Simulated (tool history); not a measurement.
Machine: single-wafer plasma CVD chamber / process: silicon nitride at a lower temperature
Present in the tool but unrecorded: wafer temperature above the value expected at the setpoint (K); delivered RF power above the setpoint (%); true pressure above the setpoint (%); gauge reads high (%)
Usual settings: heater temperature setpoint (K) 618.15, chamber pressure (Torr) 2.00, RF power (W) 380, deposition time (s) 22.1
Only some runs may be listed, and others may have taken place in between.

| run | hour | heater temperature setpoint (K) | chamber pressure (Torr) | RF power (W) | deposition time (s) | wafers since the last listed run | hours since the last thermocouple change | hours since the last RF generator calibration | hours since the last manometer calibration | hours since the showerhead was replaced | hours since the gauge calibration | read-back reference wafer on the same gauge, thickness_nm | mean film thickness on the monitor wafer (nm) |
|---|---|---|---|---|---|---|---|---|---|---|---|---|---|
| 1 | 0.0 | 618.15 | 2.00 | 405 | 23.1 | 0 | 1591.9 | 772.2 | 151.8 | 7065.9 | 732.5 | 33.008 | 36.293 |
| 2 | 65.4 | 618.15 | 2.00 | 405 | 23.1 | 1025 | 1657.3 | 837.6 | 217.2 | 7131.3 | 797.9 | 32.979 | 36.223 |
|  | 94.3 | RF generator calibrated |
| 3 | 169.2 | 618.15 | 2.00 | 405 | 23.1 | 1501 | 1761.1 | 74.9 | 321.0 | 7235.1 | 901.7 | 32.982 | 37.379 |
| 4 | 245.5 | 618.15 | 2.00 | 380 | 22.1 | 1196 | 1837.4 | 151.2 | 397.3 | 7311.4 | 978.0 | 32.948 | 33.675 |
| 5 | 290.3 | 618.15 | 2.00 | 380 | 22.1 | 702 | 1882.2 | 196.0 | 442.1 | 7356.2 | 1022.8 | 32.975 | 33.755 |
| 6 | 343.7 | 618.15 | 1.75 | 425 | 22.1 | 837 | 1935.6 | 249.4 | 495.5 | 7409.6 | 1076.2 | 32.992 | 36.156 |
| 7 | 432.9 | 618.15 | 1.75 | 425 | 22.1 | 1398 | 2024.8 | 338.6 | 584.7 | 7498.8 | 1165.4 | 32.980 | 36.052 |
| 8 | 540.2 | 618.15 | 2.00 | 380 | 21.2 | 1682 | 2132.1 | 445.9 | 692.0 | 7606.1 | 1272.7 | 33.013 | 32.207 |
| 9 | 621.2 | 618.15 | 2.00 | 380 | 21.2 | 1269 | 2213.1 | 526.9 | 773.0 | 7687.1 | 1353.7 | 32.985 | 31.892 |
|  | 672.1 | gauge calibrated |
|  | 676.8 | showerhead replaced, of another model than before |
| 10 | 678.4 | 618.15 | 2.00 | 380 | 22.1 | 771 | 2270.3 | 584.1 | 830.2 | 1.6 | 6.3 | 33.009 | 33.548 |
| 11 | 776.0 | 618.15 | 2.00 | 380 | 19.5 | 1529 | 2367.9 | 681.7 | 927.8 | 99.2 | 103.9 | 32.983 | 29.214 |
|  | 880.6 | thermocouple changed; heater temperature recalibrated |
| 12 | 881.1 | 612.15 | 1.57 | 400 | 20.7 | 1522 | 0.5 | 786.8 | 1032.9 | 204.3 | 209.0 | 32.967 | 30.040 |
| 13 | 947.7 | 608.15 | 2.00 | 435 | 19.5 | 1044 | 67.1 | 853.4 | 1099.5 | 270.9 | 275.6 | 33.025 | 32.060 |
| 14 | 1039.4 | 625.15 | 2.00 | 380 | 22.1 | 1437 | 158.8 | 945.1 | 1191.2 | 362.6 | 367.3 | 32.986 | 32.665 |
|  | 1084.9 | capacitance manometer re-zeroed and calibrated |
|  | 1089.1 | RF generator calibrated |
| 15 | 1109.2 | 618.15 | 2.00 | 380 | 22.1 | 902 | 228.6 | 20.1 | 24.3 | 432.4 | 437.1 | 33.061 | 33.907 |
| 16 | 1153.7 | 618.15 | 2.00 | 310 | 23.9 | 697 | 273.1 | 64.6 | 68.8 | 476.9 | 481.6 | 33.056 | 31.222 |
| 17 | 1325.1 | 618.15 | 2.00 | 405 | 23.1 | 2686 | 444.5 | 236.0 | 240.2 | 648.3 | 653.0 | 33.040 | 36.909 |
| 18 | 1411.6 | 618.15 | 2.00 | 380 | 22.1 | 1355 | 531.0 | 322.5 | 326.7 | 734.8 | 739.5 | 32.990 | 33.673 |
| 19 | 1486.2 | 627.15 | 2.00 | 345 | 22.1 | 1169 | 605.6 | 397.1 | 401.3 | 809.4 | 814.1 | 33.010 | 31.174 |
| 20 | 1526.5 | 618.15 | 1.75 | 425 | 22.1 | 631 | 645.9 | 437.4 | 441.6 | 849.7 | 854.4 | 33.033 | 34.974 |

5 ways to go on from here, each from the tool as it stands after run 20. What would each give?
| A | 1526.9 | 623.15 | 2.00 | 380 | 22.1 | 6 | 646.3 | 437.8 | 442.0 | 850.1 | 854.8 | ? | ? |
| B | 1526.9 | 618.15 | 2.00 | 305 | 22.1 | 6 | 646.3 | 437.8 | 442.0 | 850.1 | 854.8 | ? | ? |
| C | 1526.9 | 618.15 | 1.84 | 325 | 26.5 | 6 | 646.3 | 437.8 | 442.0 | 850.1 | 854.8 | ? | ? |
| D | 1526.9 | 611.15 | 2.00 | 380 | 22.1 | 6 | 646.3 | 437.8 | 442.0 | 850.1 | 854.8 | ? | ? |
| E | 1526.9 | 618.15 | 2.15 | 310 | 22.1 | 6 | 646.3 | 437.8 | 442.0 | 850.1 | 854.8 | ? | ? |

| run | read-back reference wafer on the same gauge, thickness_nm | mean film thickness on the monitor wafer (nm) |
|---|---|---|
| A | 33.009 | 33.422 |
| B | 33.009 | 28.198 |
| C | 33.009 | 34.758 |
| D | 33.009 | 33.552 |
| E | 33.009 | 29.149 |
Take away the tool's hidden state, keep each run's random variation, and the runs would have read:
| run | mean film thickness on the monitor wafer (nm) |
|---|---|
| A | 33.673 |
| B | 28.425 |
| C | 35.030 |
| D | 33.805 |
| E | 29.383 |

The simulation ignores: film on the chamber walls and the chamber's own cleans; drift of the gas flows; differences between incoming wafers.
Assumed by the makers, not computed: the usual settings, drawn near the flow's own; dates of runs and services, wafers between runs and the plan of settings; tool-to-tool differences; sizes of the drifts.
